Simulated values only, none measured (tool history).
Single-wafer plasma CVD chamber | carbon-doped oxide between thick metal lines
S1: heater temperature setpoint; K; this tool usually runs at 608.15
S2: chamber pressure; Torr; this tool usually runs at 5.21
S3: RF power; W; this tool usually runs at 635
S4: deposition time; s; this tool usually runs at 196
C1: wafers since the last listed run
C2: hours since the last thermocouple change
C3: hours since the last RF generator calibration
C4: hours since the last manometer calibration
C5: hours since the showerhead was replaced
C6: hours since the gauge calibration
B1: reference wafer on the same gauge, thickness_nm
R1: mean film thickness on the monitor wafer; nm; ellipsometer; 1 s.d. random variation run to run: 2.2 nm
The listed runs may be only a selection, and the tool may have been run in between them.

run   hour      S1    S2   S3   S4   C1      C2     C3     C4     C5     C6       B1        R1
  1      0  608.15  5.21  635  196    0  1363.2   50.7    797   44.5  362.4  919.928  1069.626
      13.2  -- thermocouple changed; heater temperature recalibrated
  2     18  608.15  5.21  635  196   78     4.8   68.7    815   62.5  380.4  919.968   1062.28
      28.5  -- gauge calibrated
      37.6  -- RF generator calibrated, repeated, since the last time left the tool worse
  3   38.1  608.15  5.21  635  196   95    24.9    0.5  835.1   82.6    9.6   920.02   1109.13
  4   41.2  608.15  5.21  635  196   24      28    3.6  838.2   85.7   12.7  919.559    1111.8
  5   57.1  608.15  5.21  635  196  125    43.9   19.5  854.1  101.6   28.6  919.773  1108.185
  6   66.5  608.15  5.21  635  196   74    53.3   28.9  863.5    111     38  919.837  1109.698
  7   72.7  608.15  4.65  740  196   48    59.5   35.1  869.7  117.2   44.2  919.957  1159.464
  8   79.8  608.15  4.07  585  196   56    66.6   42.2  876.8  124.3   51.3  919.764  1031.093
  9   89.7  608.15  5.21  635  181   78    76.5   52.1  886.7  134.2   61.2  919.788  1021.684
     111.5  -- capacitance manometer re-zeroed and calibrated
 10    112  618.15  5.95  520  224  112    98.8   74.4    0.5  156.5   83.5  920.161  1146.202
 11  112.4  608.15  5.21  635  196    3    99.2   74.8    0.9  156.9   83.9  919.895  1106.249
 12  117.9  608.15  5.21  635  196   43   104.7   80.3    6.4  162.4   89.4  920.151  1103.139
 13    127  595.15  5.21  725  196   71   113.8   89.4   15.5  171.5   98.5  919.736  1226.293
 14  135.4  608.15  5.21  635  196   66   122.2   97.8   23.9  179.9  106.9  920.168  1103.419
 15  151.8  599.15   6.2  635  231  129   138.6  114.2   40.3  196.3  123.3  919.751  1370.767
 16  160.2  608.15  5.21  635  196   66     147  122.6   48.7  204.7  131.7  919.969  1103.055
 17    172  608.15  4.37  690  196   93   158.8  134.4   60.5  216.5  143.5  920.066  1109.986
 18  187.7  608.15  5.78  635  196  123   174.5  150.1   76.2  232.2  159.2  920.211  1121.284
 19  196.7  608.15  5.21  635  196   71   183.5  159.1   85.2  241.2  168.2  919.926  1102.663
 20  207.6  608.15  5.21  635  196   86   194.4    170   96.1  252.1  179.1  920.126  1103.153
 21  220.7  612.15  4.37  635  196  103   207.5  183.1  109.2  265.2  192.2  920.284  1055.877
 22  234.9  621.15  5.21  720  169  112   221.7  197.3  123.4  279.4  206.4  920.352   962.912
 23  249.7  603.15  5.21  635  235  116   236.5  212.1  138.2  294.2  221.2  919.966  1343.361
 24  264.3  595.15  6.35  635  206  115   251.1  226.7  152.8  308.8  235.8  919.806   1243.86
 25  270.4  608.15  5.21  635  196   48   257.2  232.8  158.9  314.9  241.9  919.712  1103.308
 26  280.1  595.15  5.21  725  196   76   266.9  242.5  168.6  324.6  251.6  919.884  1214.911
 27  290.9  608.15  5.21  635  196   85   277.7  253.3  179.4  335.4  262.4  919.888  1101.915
 28  304.6  618.15  4.01  595  227  108   291.4    267  193.1  349.1  276.1  919.922   1151.99
 29  315.3  602.15  5.21  705  177   84   302.1  277.7  203.8  359.8  286.8  920.237  1058.689

Consider 3 possible next runs. They are alternatives, not a sequence: every one starts from the tool as it was left by run 29. What does each give?
  A  315.8  608.15  5.21  570  196   3  302.6  278.2  204.3  360.3  287.3   ?   ?
  B  315.8  608.15  4.88  635  196   3  302.6  278.2  204.3  360.3  287.3   ?   ?
  C  315.8  608.15  4.14  635  196   3  302.6  278.2  204.3  360.3  287.3   ?   ?

run       B1        R1
  A  919.867  1052.711
  B  919.867  1089.319
  C  919.867  1061.553
Without the tool's hidden state the same runs would have given:
run        R1
  A  1066.227
  B  1103.306
  C  1075.182
